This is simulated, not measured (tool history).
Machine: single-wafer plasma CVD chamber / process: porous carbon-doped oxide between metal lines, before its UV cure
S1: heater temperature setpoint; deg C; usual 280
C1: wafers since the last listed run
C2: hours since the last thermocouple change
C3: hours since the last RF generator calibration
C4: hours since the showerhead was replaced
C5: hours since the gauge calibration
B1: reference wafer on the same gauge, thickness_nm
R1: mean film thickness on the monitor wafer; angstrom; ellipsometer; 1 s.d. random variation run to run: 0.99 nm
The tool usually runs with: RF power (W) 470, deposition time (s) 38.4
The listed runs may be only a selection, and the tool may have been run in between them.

Run 1, day 0.000: usual settings; C1 0; C2 616.3; C3 1243.4; C4 7371.4; C5 208.1; B1 220.459. Result: R1 2342.23 angstrom.
Run 2, day 1.417: usual settings; C1 561; C2 650.3; C3 1277.4; C4 7405.4; C5 242.1; B1 220.798. Result: R1 2319.66 angstrom.
Run 3, day 2.608: usual settings; C1 472; C2 678.9; C3 1306.0; C4 7434.0; C5 270.7; B1 220.679. Result: R1 2320.62 angstrom.
Run 4, day 3.892: usual settings; C1 508; C2 709.7; C3 1336.8; C4 7464.8; C5 301.5; B1 220.499. Result: R1 2316.65 angstrom.
Run 5, day 5.171: usual settings; C1 506; C2 740.4; C3 1367.5; C4 7495.5; C5 332.2; B1 220.766. Result: R1 2301.01 angstrom.
Run 6, day 6.454: usual settings but RF power (W) 410, deposition time (s) 32.4; C1 508; C2 771.2; C3 1398.3; C4 7526.3; C5 363.0; B1 221.097. Result: R1 1796.27 angstrom.
Run 7, day 7.029: usual settings but RF power (W) 410, deposition time (s) 32.4; C1 227; C2 785.0; C3 1412.1; C4 7540.1; C5 376.8; B1 220.572. Result: R1 1805.10 angstrom.
Run 8, day 8.033: usual settings but RF power (W) 410, deposition time (s) 32.4; C1 397; C2 809.1; C3 1436.2; C4 7564.2; C5 400.9; B1 221.062. Result: R1 1806.46 angstrom.
Run 9, day 9.058: usual settings but S1 272 deg C, RF power (W) 530; C1 406; C2 833.7; C3 1460.8; C4 7588.8; C5 425.5; B1 220.833. Result: R1 2622.83 angstrom.
At day 13.150: RF generator calibrated.
At day 13.629: showerhead replaced.
Run 10, day 13.650: usual settings but S1 272 deg C, RF power (W) 530; C1 1554; C2 943.9; C3 12.0; C4 0.5; C5 535.7; B1 221.195. Result: R1 2561.08 angstrom.
Run 11, day 13.925: usual settings but S1 272 deg C, RF power (W) 530; C1 108; C2 950.5; C3 18.6; C4 7.1; C5 542.3; B1 221.210. Result: R1 2562.19 angstrom.
Run 12, day 15.200: usual settings; C1 505; C2 981.1; C3 49.2; C4 37.7; C5 572.9; B1 220.951. Result: R1 2247.97 angstrom.
At day 15.633: thermocouple changed; heater temperature recalibrated.
Run 13, day 16.608: usual settings; C1 425; C2 23.4; C3 83.0; C4 71.5; C5 606.7; B1 221.133. Result: R1 2221.06 angstrom.
Run 14, day 17.542: usual settings; C1 369; C2 45.8; C3 105.4; C4 93.9; C5 629.1; B1 220.940. Result: R1 2247.86 angstrom.
Run 15, day 18.488: usual settings; C1 374; C2 68.5; C3 128.1; C4 116.6; C5 651.8; B1 220.717. Result: R1 2238.59 angstrom.
Run 16, day 19.479: usual settings but RF power (W) 385; C1 392; C2 92.3; C3 151.9; C4 140.4; C5 675.6; B1 221.026. Result: R1 1983.97 angstrom.
Run 17, day 20.104: usual settings but S1 272 deg C, RF power (W) 530; C1 247; C2 107.3; C3 166.9; C4 155.4; C5 690.6; B1 220.997. Result: R1 2551.35 angstrom.
Run 18, day 20.775: usual settings but RF power (W) 410, deposition time (s) 32.4; C1 265; C2 123.4; C3 183.0; C4 171.5; C5 706.7; B1 221.197. Result: R1 1748.39 angstrom.
At day 21.342: gauge calibrated.
At day 21.671: RF generator calibrated, repeated, since the last time left the tool worse.
Run 19, day 22.062: usual settings but S1 272 deg C, RF power (W) 530; C1 378; C2 154.3; C3 9.4; C4 202.4; C5 17.3; B1 220.864. Result: R1 2695.04 angstrom.
Run 20, day 23.062: usual settings but S1 269 deg C; C1 396; C2 178.3; C3 33.4; C4 226.4; C5 41.3; B1 221.286. Result: R1 2591.41 angstrom.
Run 21, day 24.004: usual settings but S1 287 deg C, RF power (W) 430, deposition time (s) 34.7; C1 373; C2 200.9; C3 56.0; C4 249.0; C5 63.9; B1 220.963. Result: R1 1940.02 angstrom.
Run 22, day 25.000: usual settings but S1 267 deg C, RF power (W) 505, deposition time (s) 40.6; C1 394; C2 224.8; C3 79.9; C4 272.9; C5 87.8; B1 221.386. Result: R1 2842.03 angstrom.
Run 23, day 25.550: usual settings but S1 274 deg C, deposition time (s) 41.6; C1 217; C2 238.0; C3 93.1; C4 286.1; C5 101.0; B1 220.994. Result: R1 2662.17 angstrom.
Run 24, day 26.521: usual settings but S1 274 deg C, RF power (W) 515, deposition time (s) 41.8; C1 384; C2 261.3; C3 116.4; C4 309.4; C5 124.3; B1 221.029. Result: R1 2802.73 angstrom.
Run 25, day 27.333: usual settings but RF power (W) 410; C1 321; C2 280.8; C3 135.9; C4 328.9; C5 143.8; B1 221.229. Result: R1 2190.98 angstrom.
Run 26, day 28.171: usual settings but deposition time (s) 40.7; C1 331; C2 300.9; C3 156.0; C4 349.0; C5 163.9; B1 221.456. Result: R1 2498.68 angstrom.

Run 27 comes next. What will it give?
Run 27, day 28.771: usual settings but S1 272 deg C; C1 237; C2 315.3; C3 170.4; C4 363.4; C5 178.3; B1 ?. Result: R1 ?.

{"run 27": {"B1": 221.346, "R1": 2479.93}}
Were there no unlogged condition in the tool, this run, its random variation unchanged, would have produced R1 2501.22 angstrom.
